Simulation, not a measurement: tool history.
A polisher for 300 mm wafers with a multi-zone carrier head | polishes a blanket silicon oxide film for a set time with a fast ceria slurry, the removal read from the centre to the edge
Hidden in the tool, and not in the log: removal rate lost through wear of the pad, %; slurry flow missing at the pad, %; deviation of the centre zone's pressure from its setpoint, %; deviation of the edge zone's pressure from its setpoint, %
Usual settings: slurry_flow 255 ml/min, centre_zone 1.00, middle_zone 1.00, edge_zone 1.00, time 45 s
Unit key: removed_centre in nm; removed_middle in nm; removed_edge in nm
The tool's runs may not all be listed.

run	hour	slurry_flow	centre_zone	middle_zone	edge_zone	time	wafers since the last listed run	wafers polished on this pad	hours since the slurry nozzle was cleaned	hours since the centre zone pressure was calibrated	hours since the edge zone pressure was calibrated	hours since the carrier head's membrane was replaced	incoming thickness of the incoming film, nm	removed_centre	removed_middle	removed_edge
1	0.0	255	1.00	1.00	1.00	45	0	3318	114.6	491.8	849.0	313.5	2914.1	886.7	896.6	882.8
# hour 70.5: worn pad replaced by a new one
2	88.1	255	1.00	1.00	1.00	45	892	186	202.7	579.9	937.1	401.6	2916.8	888.7	875.7	862.5
3	130.7	255	1.00	1.00	1.00	45	452	639	245.3	622.5	979.7	444.2	2952.9	866.1	866.6	863.0
4	206.7	255	0.94	1.00	1.00	40	806	1446	321.3	698.5	1055.7	520.2	2963.4	717.0	766.5	766.7
# hour 229.5: centre zone pressure recalibrated
5	271.5	255	1.00	1.00	1.00	45	666	2112	386.1	42.0	1120.5	585.0	2924.9	837.7	861.3	843.9
# hour 298.7: slurry nozzle cleaned
6	321.7	255	1.00	1.00	1.00	45	522	2635	23.0	92.2	1170.7	635.2	2859.5	905.2	908.1	875.1
7	399.8	255	1.00	1.00	1.00	45	829	3464	101.1	170.3	1248.8	713.3	2933.0	900.3	899.9	877.8
# hour 430.7: worn pad replaced by a new one
8	441.6	255	1.00	1.00	1.00	45	401	115	142.9	212.1	1290.6	755.1	2976.5	878.1	888.5	860.5
9	486.6	255	1.00	1.00	1.00	45	477	593	187.9	257.1	1335.6	800.1	2927.9	879.2	892.5	858.5
# hour 569.4: carrier head's membrane replaced by a new one
10	569.9	255	1.00	1.00	1.00	45	831	1424	271.2	340.4	1418.9	0.5	2939.5	866.2	875.9	858.6
# hour 667.6: slurry nozzle cleaned
11	689.0	255	1.00	1.00	1.00	45	1254	2678	21.4	459.5	1538.0	119.6	2885.8	898.9	904.3	870.0
# hour 718.8: edge zone pressure recalibrated
12	786.3	315	1.00	1.04	1.00	59	1011	3690	118.7	556.8	67.5	216.9	2935.9	1213.0	1245.5	1182.6
13	832.0	255	1.00	0.92	1.00	45	485	4175	164.4	602.5	113.2	262.6	2885.1	878.3	831.9	868.9
# hour 839.5: worn pad replaced by a new one
14	907.7	255	1.00	1.00	0.88	37	761	723	240.1	678.2	188.9	338.3	2866.7	715.8	714.3	666.1
# hour 939.8: centre zone pressure recalibrated
15	962.2	255	1.00	1.00	1.00	45	557	1281	294.6	22.4	243.4	392.8	2920.3	854.4	872.4	851.7
# hour 1012.2: slurry nozzle cleaned
16	1066.5	185	1.00	1.00	1.08	60	1096	2378	54.3	126.7	347.7	497.1	2917.5	1136.7	1137.2	1173.2
17	1172.7	255	1.00	1.00	1.00	45	1127	3505	160.5	232.9	453.9	603.3	2924.8	882.9	896.0	873.6
# hour 1242.6: worn pad replaced by a new one
18	1243.1	255	1.06	1.00	0.92	31	705	4	230.9	303.3	524.3	673.7	2960.7	634.7	601.5	567.3
# hour 1337.0: carrier head's membrane replaced by a new one
# hour 1365.6: slurry nozzle cleaned
19	1480.6	255	0.96	1.00	1.00	54	2458	2462	115.0	540.8	761.8	143.6	2967.5	1020.1	1096.4	1035.8
20	1584.4	340	1.00	1.00	1.09	56	1102	3565	218.8	644.6	865.6	247.4	2935.2	1134.4	1143.3	1157.1
# hour 1619.9: worn pad replaced by a new one
21	1638.5	255	1.00	1.04	1.00	58	531	197	272.9	698.7	919.7	301.5	2901.1	1124.3	1167.3	1096.9
22	1683.3	255	1.00	1.04	1.00	58	475	673	317.7	743.5	964.5	346.3	2887.5	1109.2	1160.5	1091.4
# hour 1742.1: slurry nozzle cleaned
23	1776.6	280	1.00	0.91	1.00	45	980	1653	34.5	836.8	1057.8	439.6	2918.0	913.4	843.4	894.0

For each run, what was the tool's unlogged condition?
removal rate lost through wear of the pad, %: 0 at every run
deviation of the centre zone's pressure from its setpoint, %: 0 at every run
deviation of the edge zone's pressure from its setpoint, %: 0 at every run
H1: slurry flow missing at the pad, %
run	H1
1	11.3
2	19.1
3	22.9
4	29.7
5	35.4
6	4.14
7	11.1
8	14.8
9	18.8
10	26.2
11	6.1
12	14.7
13	18.8
14	25.5
15	30.4
16	7.28
17	16.7
18	23
19	11.5
20	20.7
21	25.5
22	29.5
23	3.79

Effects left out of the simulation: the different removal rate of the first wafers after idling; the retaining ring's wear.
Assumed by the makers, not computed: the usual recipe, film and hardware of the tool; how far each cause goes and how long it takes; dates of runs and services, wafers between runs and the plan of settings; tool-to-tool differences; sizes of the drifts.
